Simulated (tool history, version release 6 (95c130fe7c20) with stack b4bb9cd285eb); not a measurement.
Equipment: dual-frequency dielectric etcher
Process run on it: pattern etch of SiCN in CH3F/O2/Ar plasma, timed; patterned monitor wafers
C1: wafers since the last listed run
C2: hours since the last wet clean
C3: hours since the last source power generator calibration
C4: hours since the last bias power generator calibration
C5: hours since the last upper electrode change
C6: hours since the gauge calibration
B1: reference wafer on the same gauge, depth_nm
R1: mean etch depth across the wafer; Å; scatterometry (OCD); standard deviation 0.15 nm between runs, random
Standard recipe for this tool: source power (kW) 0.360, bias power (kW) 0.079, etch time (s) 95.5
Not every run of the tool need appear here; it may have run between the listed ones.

run 1 hour=0.0 | source_power_(kW)=0.360 bias_power_(kW)=0.079 etch_time_(s)=95.5 | C1=0 C2=78.0 C3=892.6 C4=2162.5 C5=2568.0 C6=58.9 | B1=31.09 | R1=373.1
run 2 hour=58.2 | source_power_(kW)=0.360 bias_power_(kW)=0.079 etch_time_(s)=95.5 | C1=344 C2=136.2 C3=950.8 C4=2220.7 C5=2626.2 C6=117.1 | B1=31.06 | R1=369.0
run 3 hour=103.3 | source_power_(kW)=0.360 bias_power_(kW)=0.079 etch_time_(s)=95.5 | C1=266 C2=181.3 C3=995.9 C4=2265.8 C5=2671.3 C6=162.2 | B1=31.01 | R1=372.0
run 4 hour=130.5 | source_power_(kW)=0.360 bias_power_(kW)=0.090 etch_time_(s)=95.5 | C1=160 C2=208.5 C3=1023.1 C4=2293.0 C5=2698.5 C6=189.4 | B1=31.01 | R1=392.4
run 5 hour=187.9 | source_power_(kW)=0.420 bias_power_(kW)=0.079 etch_time_(s)=95.5 | C1=339 C2=265.9 C3=1080.5 C4=2350.4 C5=2755.9 C6=246.8 | B1=30.91 | R1=383.8
run 6 hour=248.8 | source_power_(kW)=0.420 bias_power_(kW)=0.079 etch_time_(s)=95.5 | C1=360 C2=326.8 C3=1141.4 C4=2411.3 C5=2816.8 C6=307.7 | B1=30.84 | R1=383.5
run 7 hour=294.2 | source_power_(kW)=0.420 bias_power_(kW)=0.079 etch_time_(s)=95.5 | C1=268 C2=372.2 C3=1186.8 C4=2456.7 C5=2862.2 C6=353.1 | B1=30.70 | R1=381.6
run 8 hour=329.7 | source_power_(kW)=0.360 bias_power_(kW)=0.079 etch_time_(s)=95.5 | C1=209 C2=407.7 C3=1222.3 C4=2492.2 C5=2897.7 C6=388.6 | B1=30.71 | R1=365.7
-- hour=380.3 upper electrode replaced
run 9 hour=380.8 | source_power_(kW)=0.410 bias_power_(kW)=0.089 etch_time_(s)=73.0 | C1=160 C2=458.8 C3=1273.4 C4=2543.3 C5=0.5 C6=439.7 | B1=30.57 | R1=302.1
-- hour=393.0 bias power generator calibrated
run 10 hour=394.2 | source_power_(kW)=0.310 bias_power_(kW)=0.079 etch_time_(s)=109.5 | C1=55 C2=472.2 C3=1286.8 C4=1.2 C5=13.9 C6=453.1 | B1=30.59 | R1=403.2
-- hour=405.5 gauge calibrated
-- hour=425.9 wet clean of the chamber
run 11 hour=426.4 | source_power_(kW)=0.270 bias_power_(kW)=0.068 etch_time_(s)=111.5 | C1=48 C2=0.5 C3=1319.0 C4=33.4 C5=46.1 C6=20.9 | B1=31.03 | R1=378.9
run 12 hour=491.0 | source_power_(kW)=0.360 bias_power_(kW)=0.072 etch_time_(s)=68.5 | C1=382 C2=65.1 C3=1383.6 C4=98.0 C5=110.7 C6=85.5 | B1=31.00 | R1=256.0
run 13 hour=544.8 | source_power_(kW)=0.360 bias_power_(kW)=0.079 etch_time_(s)=95.5 | C1=318 C2=118.9 C3=1437.4 C4=151.8 C5=164.5 C6=139.3 | B1=30.95 | R1=370.4
-- hour=609.9 source power generator calibrated
run 14 hour=614.0 | source_power_(kW)=0.440 bias_power_(kW)=0.084 etch_time_(s)=95.5 | C1=385 C2=188.1 C3=4.1 C4=221.0 C5=233.7 C6=208.5 | B1=30.93 | R1=398.5
run 15 hour=652.9 | source_power_(kW)=0.360 bias_power_(kW)=0.079 etch_time_(s)=95.5 | C1=230 C2=227.0 C3=43.0 C4=259.9 C5=272.6 C6=247.4 | B1=30.87 | R1=368.1
-- hour=826.8 gauge calibrated
-- hour=849.2 wet clean of the chamber
run 16 hour=849.7 | source_power_(kW)=0.430 bias_power_(kW)=0.090 etch_time_(s)=108.5 | C1=1022 C2=0.5 C3=239.8 C4=456.7 C5=469.4 C6=22.9 | B1=31.07 | R1=468.4
run 17 hour=885.5 | source_power_(kW)=0.360 bias_power_(kW)=0.079 etch_time_(s)=116.5 | C1=211 C2=36.3 C3=275.6 C4=492.5 C5=505.2 C6=58.7 | B1=31.07 | R1=448.5

Here are 5 independent what-if runs from the current tool condition. What would each one return?
run A hour=885.9 | source_power_(kW)=0.360 bias_power_(kW)=0.079 etch_time_(s)=95.5 | C1=2 C2=36.7 C3=276.0 C4=492.9 C5=505.6 C6=59.1 | B1=? | R1=?
run B hour=885.9 | source_power_(kW)=0.430 bias_power_(kW)=0.079 etch_time_(s)=76.0 | C1=2 C2=36.7 C3=276.0 C4=492.9 C5=505.6 C6=59.1 | B1=? | R1=?
run C hour=885.9 | source_power_(kW)=0.320 bias_power_(kW)=0.079 etch_time_(s)=104.0 | C1=2 C2=36.7 C3=276.0 C4=492.9 C5=505.6 C6=59.1 | B1=? | R1=?
run D hour=885.9 | source_power_(kW)=0.290 bias_power_(kW)=0.079 etch_time_(s)=87.0 | C1=2 C2=36.7 C3=276.0 C4=492.9 C5=505.6 C6=59.1 | B1=? | R1=?
run E hour=885.9 | source_power_(kW)=0.290 bias_power_(kW)=0.079 etch_time_(s)=95.5 | C1=2 C2=36.7 C3=276.0 C4=492.9 C5=505.6 C6=59.1 | B1=? | R1=?

run=A B1=31.05 R1=372.2
run=B B1=31.05 R1=309.7
run=C B1=31.05 R1=394.1
run=D B1=31.05 R1=322.3
run=E B1=31.05 R1=353.8
Without the tool's unlogged condition, the same runs would have read:
run=A R1=371.3
run=B R1=309.0
run=C R1=393.1
run=D R1=321.5
run=E R1=353.0
